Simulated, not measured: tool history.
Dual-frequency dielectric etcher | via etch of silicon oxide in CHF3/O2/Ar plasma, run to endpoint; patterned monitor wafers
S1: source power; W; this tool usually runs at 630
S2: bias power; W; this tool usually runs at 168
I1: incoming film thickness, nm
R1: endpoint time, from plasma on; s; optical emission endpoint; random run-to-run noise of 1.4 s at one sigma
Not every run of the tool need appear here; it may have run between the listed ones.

run,day,S1,S2,I1,R1
1,0.000,630,168,543.1,272.9
2,1.388,710,168,542.1,266.0
3,2.533,630,168,540.6,275.4
4,3.579,630,168,538.8,274.2
5,4.971,630,168,544.7,278.5
6,5.654,630,168,546.5,280.3
7,6.192,630,168,543.5,276.6
8,7.292,580,168,549.7,283.3
# day 8.896: source power generator calibrated
# day 9.667: upper electrode replaced
9,9.688,470,136,543.5,316.3

Run 10 is up next; what results do you expect?
10,9.704,630,168,538.7,?

Run 10 yielded R1 278.4 s.
If the tool had no hidden condition, the same run with the same run-to-run variation would have returned R1 264.5 s.
